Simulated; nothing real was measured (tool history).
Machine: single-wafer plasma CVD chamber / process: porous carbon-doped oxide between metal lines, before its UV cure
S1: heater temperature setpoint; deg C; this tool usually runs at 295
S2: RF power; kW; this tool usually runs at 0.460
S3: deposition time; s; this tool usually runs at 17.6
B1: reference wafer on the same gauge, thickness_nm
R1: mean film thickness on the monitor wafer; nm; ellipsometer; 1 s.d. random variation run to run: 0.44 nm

run,day,S1,S2,S3,B1,R1
1,0.000,300,0.460,19.1,78.706,96.850
2,1.362,295,0.460,17.6,78.432,92.500
3,1.867,295,0.435,17.6,78.659,90.143
4,3.350,295,0.435,17.6,78.481,89.692
5,6.796,295,0.425,17.6,78.627,88.471
6,8.050,298,0.400,17.6,78.630,84.098
# day 8.421: thermocouple changed; heater temperature recalibrated
7,9.167,295,0.460,17.6,78.602,91.718
8,9.696,295,0.460,17.6,78.601,91.622
9,10.646,295,0.460,17.6,78.457,92.229
10,12.033,295,0.500,19.6,78.617,105.899
11,12.746,295,0.500,19.6,78.630,105.723
12,14.046,295,0.460,17.6,78.625,91.327
# day 14.833: RF generator calibrated
13,18.025,295,0.460,17.6,78.590,94.820
14,19.442,309,0.405,17.6,78.521,81.906
15,20.121,295,0.460,17.6,78.447,94.588
16,20.896,305,0.460,14.4,78.588,73.150
17,21.508,295,0.460,17.6,78.759,95.137
18,22.129,295,0.460,17.6,78.645,94.927
# day 23.288: showerhead replaced, of another model than before
19,23.408,295,0.525,17.6,78.477,103.443
20,24.271,295,0.500,19.6,78.664,110.537
# day 24.700: gauge calibrated
21,25.171,295,0.535,17.6,78.569,105.020
22,26.079,301,0.510,15.5,78.486,85.335
23,27.033,285,0.385,19.5,78.573,97.395
24,28.367,304,0.425,17.6,78.416,83.392
25,29.688,295,0.460,20.5,78.650,109.140
26,31.138,288,0.375,20.6,78.638,97.030
27,32.292,295,0.460,17.6,78.609,93.857
28,33.729,295,0.460,17.6,78.634,94.021
29,36.971,291,0.460,18.7,78.525,101.112
30,37.625,295,0.430,15.7,78.553,79.040
31,38.479,304,0.530,17.6,78.570,97.101
32,39.262,295,0.460,17.6,78.617,93.417
33,40.125,295,0.410,16.7,78.696,80.983

What was the tool's hidden state at every run in the log?
wafer temperature above the value expected at the setpoint (K): 0 across all the runs
gauge reads high (%): 0 across all the runs
H1: delivered RF power above the setpoint (%)
run,H1
1,-6.41
2,-6.55
3,-6.6
4,-6.75
5,-7.09
6,-7.22
7,-7.33
8,-7.38
9,-7.48
10,-7.62
11,-7.69
12,-7.82
13,-0.492
14,-0.633
15,-0.701
16,-0.779
17,-0.84
18,-0.902
19,-1.03
20,-1.12
21,-1.21
22,-1.3
23,-1.39
24,-1.53
25,-1.66
26,-1.8
27,-1.92
28,-2.06
29,-2.39
30,-2.45
31,-2.54
32,-2.62
33,-2.7
